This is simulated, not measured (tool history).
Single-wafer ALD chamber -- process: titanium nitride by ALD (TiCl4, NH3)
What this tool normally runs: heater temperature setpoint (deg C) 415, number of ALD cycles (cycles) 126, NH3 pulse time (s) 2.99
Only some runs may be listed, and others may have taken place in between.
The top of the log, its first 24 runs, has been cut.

run	day	heater temperature setpoint (deg C)	number of ALD cycles (cycles)	NH3 pulse time (s)	read-back reference wafer on the same gauge, thickness_nm	mean film thickness on the monitor wafer (Å)
25	41.104	402	117	3.96	2.973	24.41
# day 41.996: showerhead replaced
26	42.588	423	114	2.54	2.972	23.37
27	44.608	419	106	2.99	2.969	21.82
28	47.475	402	117	3.96	2.964	24.28
29	48.558	411	143	3.3	2.966	29.4
30	50.167	421	126	4.14	2.966	26.33
31	51.804	415	126	2.99	2.961	25.9
32	54.762	415	139	4.18	2.957	28.65
33	56.017	410	115	3.86	2.958	23.7
34	58.225	415	126	2.99	2.952	25.85
35	60.8	407	147	2.16	2.952	29.44
36	63.167	420	126	3.98	2.95	26
37	64.433	402	101	3.69	2.947	20.88
38	66.542	415	105	2.58	2.947	21.39
39	68.579	415	126	2.99	2.941	25.78
40	70.846	404	103	3.55	2.941	21.12

Below are 4 alternative next runs, each starting from the tool's condition after run 40. Predict each:
A	70.875	415	126	2.99	?	?
B	70.875	415	126	2.06	?	?
C	70.875	421	126	2.99	?	?
D	70.875	415	126	3.93	?	?

run	read-back reference wafer on the same gauge, thickness_nm	mean film thickness on the monitor wafer (Å)
A	2.941	25.6
B	2.941	25.08
C	2.941	25.63
D	2.941	25.84
Take away the tool's hidden state, keep each run's random variation, and the runs would have read:
run	mean film thickness on the monitor wafer (Å)
A	26.03
B	25.5
C	26.06
D	26.27
